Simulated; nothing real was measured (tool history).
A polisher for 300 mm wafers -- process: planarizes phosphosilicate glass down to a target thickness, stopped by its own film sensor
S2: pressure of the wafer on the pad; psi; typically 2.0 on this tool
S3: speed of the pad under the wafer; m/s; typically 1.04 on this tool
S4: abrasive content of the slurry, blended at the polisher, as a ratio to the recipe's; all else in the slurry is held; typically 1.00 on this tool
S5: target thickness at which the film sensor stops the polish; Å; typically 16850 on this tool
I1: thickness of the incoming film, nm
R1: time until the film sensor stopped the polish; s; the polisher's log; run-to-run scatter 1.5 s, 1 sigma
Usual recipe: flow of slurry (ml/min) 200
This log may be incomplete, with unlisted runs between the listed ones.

Run 1, hour 0.0: usual settings; I1 2316.4. Result: R1 120.6 s.
Run 2, hour 66.0: usual settings; I1 2256.3. Result: R1 112.4 s.
At hour 282.7: conditioning disc replaced and pad reconditioned.
Run 3, hour 324.1: usual settings but S5 18440 Å; I1 2267.5. Result: R1 87.0 s.
At hour 440.1: slurry nozzle cleaned.
At hour 463.4: worn pad replaced by a new one.
At hour 545.3: head pressure recalibrated.
Run 4, hour 558.4: usual settings but S5 18440 Å; I1 2238.9. Result: R1 80.8 s.
At hour 647.9: slurry blender recalibrated, repeated, since the last time left the tool worse.
Run 5, hour 648.4: usual settings but S5 18440 Å; I1 2226.9. Result: R1 63.9 s.
Run 6, hour 703.6: usual settings; I1 2264.9. Result: R1 97.8 s.
Run 7, hour 781.4: usual settings; I1 2296.5. Result: R1 105.3 s.
Run 8, hour 863.9: usual settings but S3 1.34 m/s; I1 2237.9. Result: R1 78.9 s.
At hour 870.5: conditioning disc replaced and pad reconditioned.
Run 9, hour 964.2: usual settings but flow of slurry (ml/min) 170, S3 0.78 m/s; I1 2289.2. Result: R1 136.1 s.
Run 10, hour 1030.3: usual settings but S2 2.4 psi, S4 1.25; I1 2270.3. Result: R1 78.2 s.
Run 11, hour 1091.9: usual settings but flow of slurry (ml/min) 145, S2 1.5 psi, S4 0.80; I1 2281.4. Result: R1 158.8 s.
At hour 1117.6: worn pad replaced by a new one.
At hour 1164.5: slurry nozzle cleaned.
Run 12, hour 1189.5: usual settings but S3 1.22 m/s; I1 2317.2. Result: R1 99.4 s.
At hour 1201.7: slurry blender recalibrated.
Run 13, hour 1267.5: usual settings; I1 2298.1. Result: R1 101.2 s.
Run 14, hour 1357.9: usual settings but S4 1.15, S5 18150 Å; I1 2244.5. Result: R1 69.3 s.
At hour 1413.4: conditioning disc replaced and pad reconditioned.
Run 15, hour 1415.4: usual settings but S2 2.7 psi, S3 1.28 m/s, S4 0.90; I1 2289.9. Result: R1 72.9 s.
At hour 1467.5: head pressure recalibrated.
Run 16, hour 1485.1: usual settings but flow of slurry (ml/min) 150, S4 0.85; I1 2227.2. Result: R1 105.8 s.
Run 17, hour 1589.1: usual settings; I1 2290.8. Result: R1 103.8 s.
Run 18, hour 1654.2: usual settings but flow of slurry (ml/min) 180, S2 2.7 psi, S3 0.76 m/s; I1 2260.3. Result: R1 100.8 s.
At hour 1701.6: worn pad replaced by a new one.
Run 19, hour 1735.1: usual settings but flow of slurry (ml/min) 145, S2 2.2 psi, S3 1.18 m/s, S5 18840 Å; I1 2235.5. Result: R1 52.5 s.
At hour 1742.6: slurry nozzle cleaned.
At hour 1787.2: slurry blender recalibrated.
Run 20, hour 1816.7: usual settings; I1 2290.3. Result: R1 101.3 s.
Run 21, hour 1893.8: usual settings but flow of slurry (ml/min) 175, S3 0.68 m/s, S4 0.80, S5 16320 Å; I1 2292.4. Result: R1 180.9 s.
Run 22, hour 1968.7: usual settings but S2 1.7 psi, S3 0.92 m/s, S5 17470 Å; I1 2243.8. Result: R1 108.5 s.
Run 23, hour 2030.9: usual settings but flow of slurry (ml/min) 225, S2 1.6 psi, S3 1.20 m/s; I1 2266.3. Result: R1 110.6 s.
Run 24, hour 2071.0: usual settings; I1 2250.2. Result: R1 95.5 s.
At hour 2100.4: conditioning disc replaced and pad reconditioned.
Run 25, hour 2119.7: usual settings but S2 2.3 psi, S5 17420 Å; I1 2227.7. Result: R1 74.6 s.

Subtracting, for every run, the result it would have given without the tool's unlogged condition from the measured result gives the following. The same run-to-run variation enters both numbers; the gauge's scatter may not:
What the log doesn't record here: removal rate lost through wear of the pad, %; slurry flow missing at the pad, %; deviation of the head's pressure from its setpoint, %; abrasive missing from the slurry, %; time polished since the conditioner stopped cutting, s.
run     R1
  1  +15.8
  2  +16.5
  3  +15.7
  4  +15.3
  5   +0.4
  6   +2.0
  7   +3.7
  8   +3.7
  9   +7.5
 10   +4.1
 11  +11.1
 12   +6.5
 13   +1.8
 14   +2.2
 15   +3.2
 16   +5.5
 17   +5.7
 18   +5.9
 19   +3.2
 20   +0.8
 21   +5.1
 22   +3.9
 23   +4.7
 24   +4.5
 25   +3.7
